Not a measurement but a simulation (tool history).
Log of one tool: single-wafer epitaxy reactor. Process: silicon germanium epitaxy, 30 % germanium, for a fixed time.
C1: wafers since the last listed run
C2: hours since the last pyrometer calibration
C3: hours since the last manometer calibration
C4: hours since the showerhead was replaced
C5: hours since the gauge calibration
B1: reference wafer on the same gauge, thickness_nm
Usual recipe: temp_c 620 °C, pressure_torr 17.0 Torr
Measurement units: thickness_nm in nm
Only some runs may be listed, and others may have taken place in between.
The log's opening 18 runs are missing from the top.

-- hour=504.0 capacitance manometer re-zeroed and calibrated
run 19 hour=504.5 | temp_c=620 pressure_torr=17.0 | C1=630 C2=99.1 C3=0.5 C4=154.7 C5=1169.0 | B1=80.824 | thickness_nm=80.872
run 20 hour=517.1 | temp_c=608 pressure_torr=19.3 | C1=298 C2=111.7 C3=13.1 C4=167.3 C5=1181.6 | B1=80.686 | thickness_nm=67.800
run 21 hour=548.7 | temp_c=626 pressure_torr=12.8 | C1=749 C2=143.3 C3=44.7 C4=198.9 C5=1213.2 | B1=80.819 | thickness_nm=77.906
run 22 hour=561.3 | temp_c=620 pressure_torr=17.0 | C1=298 C2=155.9 C3=57.3 C4=211.5 C5=1225.8 | B1=80.654 | thickness_nm=80.363
-- hour=566.5 gauge calibrated
run 23 hour=588.2 | temp_c=620 pressure_torr=17.0 | C1=637 C2=182.8 C3=84.2 C4=238.4 C5=21.7 | B1=80.697 | thickness_nm=81.464
run 24 hour=616.4 | temp_c=620 pressure_torr=19.0 | C1=668 C2=211.0 C3=112.4 C4=266.6 C5=49.9 | B1=80.855 | thickness_nm=85.936
run 25 hour=634.9 | temp_c=620 pressure_torr=17.0 | C1=438 C2=229.5 C3=130.9 C4=285.1 C5=68.4 | B1=80.888 | thickness_nm=81.265
run 26 hour=670.2 | temp_c=612 pressure_torr=20.1 | C1=836 C2=264.8 C3=166.2 C4=320.4 C5=103.7 | B1=80.856 | thickness_nm=74.548
run 27 hour=696.5 | temp_c=633 pressure_torr=14.9 | C1=623 C2=291.1 C3=192.5 C4=346.7 C5=130.0 | B1=80.925 | thickness_nm=97.079
run 28 hour=721.1 | temp_c=608 pressure_torr=17.0 | C1=583 C2=315.7 C3=217.1 C4=371.3 C5=154.6 | B1=80.914 | thickness_nm=62.906
run 29 hour=738.1 | temp_c=620 pressure_torr=17.0 | C1=402 C2=332.7 C3=234.1 C4=388.3 C5=171.6 | B1=80.902 | thickness_nm=80.372
run 30 hour=769.6 | temp_c=633 pressure_torr=17.0 | C1=746 C2=364.2 C3=265.6 C4=419.8 C5=203.1 | B1=80.584 | thickness_nm=103.372
run 31 hour=802.7 | temp_c=606 pressure_torr=14.5 | C1=784 C2=397.3 C3=298.7 C4=452.9 C5=236.2 | B1=80.760 | thickness_nm=55.909
run 32 hour=831.2 | temp_c=626 pressure_torr=13.8 | C1=675 C2=425.8 C3=327.2 C4=481.4 C5=264.7 | B1=80.774 | thickness_nm=81.251
run 33 hour=854.8 | temp_c=620 pressure_torr=17.0 | C1=559 C2=449.4 C3=350.8 C4=505.0 C5=288.3 | B1=80.950 | thickness_nm=81.184
run 34 hour=881.8 | temp_c=611 pressure_torr=17.0 | C1=639 C2=476.4 C3=377.8 C4=532.0 C5=315.3 | B1=80.850 | thickness_nm=67.205
run 35 hour=896.3 | temp_c=620 pressure_torr=20.4 | C1=343 C2=490.9 C3=392.3 C4=546.5 C5=329.8 | B1=80.826 | thickness_nm=89.229

4 options for the next run, each taken on its own from the tool as it stands now. Forecast them:
run A hour=896.7 | temp_c=620 pressure_torr=17.0 | C1=9 C2=491.3 C3=392.7 C4=546.9 C5=330.2 | B1=? | thickness_nm=?
run B hour=896.7 | temp_c=620 pressure_torr=19.4 | C1=9 C2=491.3 C3=392.7 C4=546.9 C5=330.2 | B1=? | thickness_nm=?
run C hour=896.7 | temp_c=626 pressure_torr=19.6 | C1=9 C2=491.3 C3=392.7 C4=546.9 C5=330.2 | B1=? | thickness_nm=?
run D hour=896.7 | temp_c=616 pressure_torr=14.7 | C1=9 C2=491.3 C3=392.7 C4=546.9 C5=330.2 | B1=? | thickness_nm=?

run=A B1=80.794 thickness_nm=80.670
run=B B1=80.794 thickness_nm=86.241
run=C B1=80.794 thickness_nm=97.586
run=D B1=80.794 thickness_nm=68.981
Without the tool's unlogged condition, the same runs would have read:
run=A thickness_nm=80.670
run=B thickness_nm=86.241
run=C thickness_nm=97.586
run=D thickness_nm=68.981

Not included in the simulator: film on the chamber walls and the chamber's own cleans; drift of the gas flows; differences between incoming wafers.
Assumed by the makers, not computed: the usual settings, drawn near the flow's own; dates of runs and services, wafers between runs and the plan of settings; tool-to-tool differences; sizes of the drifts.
